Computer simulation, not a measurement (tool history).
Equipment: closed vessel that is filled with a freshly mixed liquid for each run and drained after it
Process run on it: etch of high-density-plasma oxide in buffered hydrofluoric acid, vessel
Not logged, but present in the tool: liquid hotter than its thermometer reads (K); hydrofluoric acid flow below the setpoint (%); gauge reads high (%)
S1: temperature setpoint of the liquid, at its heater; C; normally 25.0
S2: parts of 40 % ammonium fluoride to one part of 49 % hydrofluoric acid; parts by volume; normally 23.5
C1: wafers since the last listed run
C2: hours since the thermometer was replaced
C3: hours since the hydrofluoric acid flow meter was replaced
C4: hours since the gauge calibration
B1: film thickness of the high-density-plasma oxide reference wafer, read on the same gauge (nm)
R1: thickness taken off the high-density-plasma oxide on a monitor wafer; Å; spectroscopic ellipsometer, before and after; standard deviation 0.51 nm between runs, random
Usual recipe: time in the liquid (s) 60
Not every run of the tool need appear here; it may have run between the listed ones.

{"run": 1, "hour": 0.0, "S1": 25.0, "S2": 29.0, "time in the liquid (s)": 60, "C1": 0, "C2": 538.4, "C3": 535.7, "C4": 598.9, "B1": 29.99, "R1": 466.1}
{"run": 2, "hour": 58.4, "S1": 25.0, "S2": 29.0, "time in the liquid (s)": 60, "C1": 5370, "C2": 596.8, "C3": 594.1, "C4": 657.3, "B1": 30.02, "R1": 454.3}
{"run": 3, "hour": 101.6, "S1": 25.0, "S2": 23.5, "time in the liquid (s)": 60, "C1": 3972, "C2": 640.0, "C3": 637.3, "C4": 700.5, "B1": 30.01, "R1": 533.3}
{"run": 4, "hour": 162.5, "S1": 25.0, "S2": 23.5, "time in the liquid (s)": 60, "C1": 5600, "C2": 700.9, "C3": 698.2, "C4": 761.4, "B1": 29.96, "R1": 529.1}
{"run": 5, "hour": 209.6, "S1": 25.0, "S2": 23.5, "time in the liquid (s)": 60, "C1": 4331, "C2": 748.0, "C3": 745.3, "C4": 808.5, "B1": 30.03, "R1": 533.6}
{"run": 6, "hour": 240.4, "S1": 25.0, "S2": 23.5, "time in the liquid (s)": 80, "C1": 2832, "C2": 778.8, "C3": 776.1, "C4": 839.3, "B1": 30.06, "R1": 700.9}
{"run": 7, "hour": 296.1, "S1": 25.0, "S2": 23.5, "time in the liquid (s)": 80, "C1": 5122, "C2": 834.5, "C3": 831.8, "C4": 895.0, "B1": 30.0, "R1": 704.0}
{"hour": 332.7, "done": "gauge calibrated"}
{"run": 8, "hour": 359.4, "S1": 25.0, "S2": 23.5, "time in the liquid (s)": 75, "C1": 5821, "C2": 897.8, "C3": 895.1, "C4": 26.7, "B1": 30.0, "R1": 654.0}
{"run": 9, "hour": 422.4, "S1": 23.5, "S2": 23.5, "time in the liquid (s)": 60, "C1": 5793, "C2": 960.8, "C3": 958.1, "C4": 89.7, "B1": 30.02, "R1": 478.1}
{"run": 10, "hour": 462.9, "S1": 25.0, "S2": 20.0, "time in the liquid (s)": 60, "C1": 3724, "C2": 1001.3, "C3": 998.6, "C4": 130.2, "B1": 30.01, "R1": 569.0}
{"hour": 526.3, "done": "hydrofluoric acid flow meter replaced"}
{"run": 11, "hour": 530.5, "S1": 25.0, "S2": 21.0, "time in the liquid (s)": 70, "C1": 6124, "C2": 1068.9, "C3": 4.2, "C4": 197.8, "B1": 30.04, "R1": 629.5}
{"run": 12, "hour": 559.4, "S1": 25.0, "S2": 23.5, "time in the liquid (s)": 60, "C1": 2657, "C2": 1097.8, "C3": 33.1, "C4": 226.7, "B1": 29.97, "R1": 489.4}
{"hour": 574.6, "done": "thermometer replaced"}
{"run": 13, "hour": 608.4, "S1": 25.0, "S2": 29.0, "time in the liquid (s)": 60, "C1": 4414, "C2": 33.8, "C3": 82.1, "C4": 275.7, "B1": 29.96, "R1": 409.9}
{"run": 14, "hour": 650.3, "S1": 26.5, "S2": 19.5, "time in the liquid (s)": 70, "C1": 3853, "C2": 75.7, "C3": 124.0, "C4": 317.6, "B1": 29.97, "R1": 704.2}
{"hour": 707.8, "done": "hydrofluoric acid flow meter replaced, repeated, since the last time left the tool worse"}
{"run": 15, "hour": 717.7, "S1": 25.0, "S2": 28.0, "time in the liquid (s)": 95, "C1": 6106, "C2": 143.1, "C3": 9.9, "C4": 385.0, "B1": 30.02, "R1": 781.2}
{"run": 16, "hour": 785.8, "S1": 28.0, "S2": 23.5, "time in the liquid (s)": 60, "C1": 6262, "C2": 211.2, "C3": 78.0, "C4": 453.1, "B1": 30.0, "R1": 637.0}

Predict each of these 5 candidate next runs independently; none follows another, all start after run 16:
{"run": "A", "hour": 786.5, "S1": 25.0, "S2": 23.5, "time in the liquid (s)": 35, "C1": 64, "C2": 211.9, "C3": 78.7, "C4": 453.8, "B1": "?", "R1": "?"}
{"run": "B", "hour": 786.5, "S1": 21.0, "S2": 30.0, "time in the liquid (s)": 60, "C1": 64, "C2": 211.9, "C3": 78.7, "C4": 453.8, "B1": "?", "R1": "?"}
{"run": "C", "hour": 786.5, "S1": 29.5, "S2": 16.5, "time in the liquid (s)": 70, "C1": 64, "C2": 211.9, "C3": 78.7, "C4": 453.8, "B1": "?", "R1": "?"}
{"run": "D", "hour": 786.5, "S1": 28.0, "S2": 26.5, "time in the liquid (s)": 45, "C1": 64, "C2": 211.9, "C3": 78.7, "C4": 453.8, "B1": "?", "R1": "?"}
{"run": "E", "hour": 786.5, "S1": 26.5, "S2": 23.5, "time in the liquid (s)": 60, "C1": 64, "C2": 211.9, "C3": 78.7, "C4": 453.8, "B1": "?", "R1": "?"}

run=A B1=29.99 R1=318.4
run=B B1=29.99 R1=367.4
run=C B1=29.99 R1=1087.0
run=D B1=29.99 R1=443.4
run=E B1=29.99 R1=592.1
Without the tool's unlogged condition, the same runs would have read:
run=A R1=323.3
run=B R1=375.5
run=C R1=1111.0
run=D R1=450.2
run=E R1=601.2

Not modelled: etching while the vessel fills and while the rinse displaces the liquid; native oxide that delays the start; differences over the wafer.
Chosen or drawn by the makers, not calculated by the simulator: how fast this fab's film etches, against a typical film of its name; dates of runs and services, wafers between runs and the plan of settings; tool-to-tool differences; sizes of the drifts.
